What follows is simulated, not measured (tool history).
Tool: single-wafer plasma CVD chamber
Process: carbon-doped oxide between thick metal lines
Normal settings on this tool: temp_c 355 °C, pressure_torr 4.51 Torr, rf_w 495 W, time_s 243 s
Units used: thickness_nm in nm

| run | hour | temp_c | pressure_torr | rf_w | time_s | wafers since the last listed run | hours since the last thermocouple change | hours since the last RF generator calibration | hours since the last manometer calibration | hours since the showerhead was replaced | hours since the gauge calibration | read-back reference wafer on the same gauge, thickness_nm | thickness_nm |
|---|---|---|---|---|---|---|---|---|---|---|---|---|---|
| 1 | 0.0 | 355 | 4.51 | 495 | 243 | 0 | 1938.0 | 1180.1 | 1379.2 | 80.4 | 1266.2 | 1099.846 | 1037.221 |
| 2 | 58.3 | 355 | 4.51 | 495 | 273 | 528 | 1996.3 | 1238.4 | 1437.5 | 138.7 | 1324.5 | 1100.394 | 1165.614 |
|  | 92.4 | gauge calibrated |
| 3 | 106.4 | 355 | 4.51 | 495 | 273 | 436 | 2044.4 | 1286.5 | 1485.6 | 186.8 | 14.0 | 1099.931 | 1158.339 |
| 4 | 158.9 | 355 | 4.51 | 495 | 273 | 475 | 2096.9 | 1339.0 | 1538.1 | 239.3 | 66.5 | 1099.632 | 1146.207 |
|  | 171.2 | capacitance manometer re-zeroed and calibrated |
|  | 191.5 | thermocouple changed; heater temperature recalibrated |
| 5 | 213.1 | 355 | 4.51 | 570 | 243 | 346 | 21.6 | 1393.2 | 41.9 | 293.5 | 120.7 | 1100.825 | 1106.690 |
| 6 | 248.3 | 347 | 3.65 | 495 | 263 | 319 | 56.8 | 1428.4 | 77.1 | 328.7 | 155.9 | 1100.670 | 1098.387 |
| 7 | 304.2 | 355 | 4.51 | 495 | 268 | 506 | 112.7 | 1484.3 | 133.0 | 384.6 | 211.8 | 1099.000 | 1129.715 |
|  | 328.0 | RF generator calibrated |
| 8 | 337.1 | 341 | 5.39 | 425 | 243 | 225 | 145.6 | 9.1 | 165.9 | 417.5 | 244.7 | 1100.214 | 966.311 |
| 9 | 375.5 | 369 | 4.51 | 495 | 243 | 348 | 184.0 | 47.5 | 204.3 | 455.9 | 283.1 | 1099.337 | 978.710 |
| 10 | 434.8 | 347 | 3.65 | 495 | 263 | 537 | 243.3 | 106.8 | 263.6 | 515.2 | 342.4 | 1099.111 | 1079.693 |
| 11 | 471.8 | 355 | 4.51 | 495 | 243 | 335 | 280.3 | 143.8 | 300.6 | 552.2 | 379.4 | 1100.610 | 1000.255 |
| 12 | 531.0 | 355 | 5.60 | 425 | 243 | 536 | 339.5 | 203.0 | 359.8 | 611.4 | 438.6 | 1100.947 | 932.503 |
| 13 | 601.8 | 350 | 3.72 | 470 | 262 | 641 | 410.3 | 273.8 | 430.6 | 682.2 | 509.4 | 1099.783 | 1020.129 |
| 14 | 669.9 | 345 | 3.67 | 430 | 256 | 617 | 478.4 | 341.9 | 498.7 | 750.3 | 577.5 | 1099.562 | 958.658 |
| 15 | 739.3 | 355 | 3.99 | 495 | 266 | 629 | 547.8 | 411.3 | 568.1 | 819.7 | 646.9 | 1099.280 | 1066.303 |
|  | 750.0 | RF generator calibrated, repeated, since the last time left the tool worse |
| 16 | 801.6 | 343 | 4.51 | 405 | 257 | 492 | 610.1 | 51.6 | 630.4 | 882.0 | 709.2 | 1099.771 | 1021.326 |
| 17 | 863.3 | 363 | 4.51 | 495 | 243 | 559 | 671.8 | 113.3 | 692.1 | 943.7 | 770.9 | 1099.535 | 1043.412 |
| 18 | 901.1 | 369 | 4.51 | 495 | 243 | 342 | 709.6 | 151.1 | 729.9 | 981.5 | 808.7 | 1099.183 | 1025.017 |
| 19 | 928.9 | 355 | 4.51 | 495 | 243 | 252 | 737.4 | 178.9 | 757.7 | 1009.3 | 836.5 | 1098.993 | 1049.315 |
| 20 | 980.7 | 355 | 4.51 | 495 | 207 | 469 | 789.2 | 230.7 | 809.5 | 1061.1 | 888.3 | 1099.725 | 899.502 |
| 21 | 1016.2 | 355 | 3.40 | 495 | 243 | 321 | 824.7 | 266.2 | 845.0 | 1096.6 | 923.8 | 1100.513 | 1017.191 |
| 22 | 1040.7 | 355 | 4.51 | 495 | 243 | 222 | 849.2 | 290.7 | 869.5 | 1121.1 | 948.3 | 1098.780 | 1044.603 |
| 23 | 1096.5 | 343 | 4.51 | 400 | 274 | 505 | 905.0 | 346.5 | 925.3 | 1176.9 | 1004.1 | 1100.891 | 1073.099 |
| 24 | 1141.6 | 368 | 3.44 | 495 | 243 | 408 | 950.1 | 391.6 | 970.4 | 1222.0 | 1049.2 | 1100.756 | 988.872 |
| 25 | 1176.8 | 346 | 4.51 | 495 | 243 | 319 | 985.3 | 426.8 | 1005.6 | 1257.2 | 1084.4 | 1099.094 | 1064.166 |
| 26 | 1241.2 | 348 | 3.96 | 575 | 283 | 583 | 1049.7 | 491.2 | 1070.0 | 1321.6 | 1148.8 | 1098.930 | 1318.549 |
| 27 | 1310.4 | 369 | 4.51 | 495 | 243 | 627 | 1118.9 | 560.4 | 1139.2 | 1390.8 | 1218.0 | 1100.992 | 1015.986 |

Across each entry between runs, compare the hidden state at the last listed run before it with the hidden state at the first listed run after it:
In the gap between runs 2 and 3: gauge calibrated (hour 92.4)
  delivered RF power above the setpoint (%): -4.11 -> -4.26
  measured value less the no-hidden-state value, thickness_nm: -27.200 -> -28.082 nm
In the gap between runs 4 and 5: capacitance manometer re-zeroed and calibrated (hour 171.2); thermocouple changed; heater temperature recalibrated (hour 191.5)
  delivered RF power above the setpoint (%): -4.43 -> -4.6
  measured value less the no-hidden-state value, thickness_nm: -28.927 -> -28.019 nm
In the gap between runs 7 and 8: RF generator calibrated (hour 328.0)
  delivered RF power above the setpoint (%): -4.9 -> -9.07
  measured value less the no-hidden-state value, thickness_nm: -31.633 -> -60.296 nm
In the gap between runs 15 and 16: RF generator calibrated, repeated, since the last time left the tool worse (hour 750.0)
  delivered RF power above the setpoint (%): -10.4 -> -0.198
  measured value less the no-hidden-state value, thickness_nm: -67.036 -> -1.300 nm
